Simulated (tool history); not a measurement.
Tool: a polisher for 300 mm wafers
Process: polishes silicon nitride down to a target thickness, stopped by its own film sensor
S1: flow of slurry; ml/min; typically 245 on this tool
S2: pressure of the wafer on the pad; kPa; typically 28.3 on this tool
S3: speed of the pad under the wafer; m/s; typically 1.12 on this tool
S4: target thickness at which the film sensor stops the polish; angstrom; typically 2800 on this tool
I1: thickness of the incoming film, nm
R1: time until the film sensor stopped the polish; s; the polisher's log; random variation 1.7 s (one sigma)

{"run": 1, "day": 0.0, "S1": 245, "S2": 28.3, "S3": 1.12, "S4": 2800, "I1": 518.5, "R1": 120.6}
{"run": 2, "day": 0.462, "S1": 245, "S2": 28.3, "S3": 1.12, "S4": 2800, "I1": 512.0, "R1": 118.7}
{"run": 3, "day": 1.017, "S1": 245, "S2": 28.3, "S3": 1.12, "S4": 2800, "I1": 520.0, "R1": 124.2}
{"run": 4, "day": 1.754, "S1": 245, "S2": 28.3, "S3": 1.12, "S4": 2800, "I1": 514.2, "R1": 121.8}
{"run": 5, "day": 2.425, "S1": 245, "S2": 28.3, "S3": 1.12, "S4": 2800, "I1": 523.7, "R1": 126.8}
{"run": 6, "day": 2.871, "S1": 245, "S2": 28.3, "S3": 1.12, "S4": 2800, "I1": 512.9, "R1": 119.1}
{"run": 7, "day": 3.562, "S1": 245, "S2": 28.3, "S3": 0.88, "S4": 2800, "I1": 515.5, "R1": 142.2}
{"run": 8, "day": 3.846, "S1": 245, "S2": 28.3, "S3": 0.88, "S4": 2800, "I1": 516.6, "R1": 142.1}
{"run": 9, "day": 4.521, "S1": 245, "S2": 28.3, "S3": 0.88, "S4": 2800, "I1": 525.4, "R1": 145.7}
{"run": 10, "day": 4.967, "S1": 245, "S2": 28.3, "S3": 1.12, "S4": 2800, "I1": 514.9, "R1": 124.0}
{"day": 6.475, "done": "worn pad replaced by a new one"}
{"run": 11, "day": 6.496, "S1": 245, "S2": 28.3, "S3": 1.12, "S4": 2800, "I1": 510.9, "R1": 122.5}
{"run": 12, "day": 7.083, "S1": 245, "S2": 28.3, "S3": 1.12, "S4": 2800, "I1": 519.7, "R1": 122.5}
{"day": 7.442, "done": "slurry nozzle cleaned"}
{"run": 13, "day": 7.538, "S1": 245, "S2": 28.3, "S3": 1.12, "S4": 2800, "I1": 520.1, "R1": 133.7}
{"run": 14, "day": 8.275, "S1": 245, "S2": 28.3, "S3": 1.12, "S4": 2800, "I1": 523.7, "R1": 134.5}
{"run": 15, "day": 8.683, "S1": 245, "S2": 19.3, "S3": 0.92, "S4": 2800, "I1": 525.6, "R1": 209.1}
{"run": 16, "day": 9.129, "S1": 245, "S2": 28.3, "S3": 0.88, "S4": 2800, "I1": 508.2, "R1": 150.3}
{"run": 17, "day": 9.829, "S1": 245, "S2": 31.7, "S3": 1.12, "S4": 2800, "I1": 530.5, "R1": 129.0}
{"run": 18, "day": 10.421, "S1": 245, "S2": 28.3, "S3": 0.88, "S4": 2800, "I1": 516.4, "R1": 158.1}
{"day": 10.508, "done": "slurry nozzle cleaned, repeated, since the last time left the tool worse"}
{"run": 19, "day": 10.833, "S1": 245, "S2": 28.3, "S3": 1.12, "S4": 2800, "I1": 516.2, "R1": 121.3}
{"run": 20, "day": 11.492, "S1": 315, "S2": 28.3, "S3": 1.12, "S4": 2800, "I1": 521.5, "R1": 119.9}
{"day": 12.212, "done": "head pressure recalibrated"}
{"run": 21, "day": 12.233, "S1": 245, "S2": 28.3, "S3": 1.12, "S4": 2800, "I1": 529.9, "R1": 127.6}
{"day": 12.558, "done": "worn pad replaced by a new one"}
{"run": 22, "day": 12.754, "S1": 210, "S2": 31.0, "S3": 1.12, "S4": 2800, "I1": 526.6, "R1": 119.7}
{"run": 23, "day": 13.388, "S1": 315, "S2": 28.3, "S3": 1.12, "S4": 2800, "I1": 525.0, "R1": 119.4}
{"run": 24, "day": 13.904, "S1": 285, "S2": 28.3, "S3": 1.12, "S4": 3430, "I1": 517.4, "R1": 88.1}
{"run": 25, "day": 14.379, "S1": 245, "S2": 28.3, "S3": 1.38, "S4": 2800, "I1": 513.5, "R1": 106.5}
{"run": 26, "day": 15.067, "S1": 280, "S2": 28.3, "S3": 1.12, "S4": 2070, "I1": 520.2, "R1": 155.2}
{"run": 27, "day": 15.583, "S1": 300, "S2": 28.3, "S3": 0.98, "S4": 2800, "I1": 510.9, "R1": 128.7}
{"run": 28, "day": 17.829, "S1": 315, "S2": 32.4, "S3": 1.12, "S4": 2800, "I1": 519.2, "R1": 107.9}

Alternative continuations, all from the tool just after run 28; predict every row:
{"run": "A", "day": 17.85, "S1": 245, "S2": 28.3, "S3": 1.12, "S4": 2800, "I1": 525.5, "R1": "?"}
{"run": "B", "day": 17.85, "S1": 295, "S2": 23.4, "S3": 1.0, "S4": 2800, "I1": 525.5, "R1": "?"}
{"run": "C", "day": 17.85, "S1": 245, "S2": 33.1, "S3": 1.12, "S4": 2100, "I1": 525.5, "R1": "?"}
{"run": "D", "day": 17.85, "S1": 165, "S2": 19.3, "S3": 1.12, "S4": 2800, "I1": 525.5, "R1": "?"}
{"run": "E", "day": 17.85, "S1": 245, "S2": 31.7, "S3": 1.26, "S4": 2800, "I1": 525.5, "R1": "?"}

run=A R1=126.3
run=B R1=153.2
run=C R1=143.6
run=D R1=177.5
run=E R1=106.7
Take away the tool's hidden state, keep each run's random variation, and the runs would have read:
run=A R1=123.3
run=B R1=150.2
run=C R1=140.2
run=D R1=171.5
run=E R1=104.2
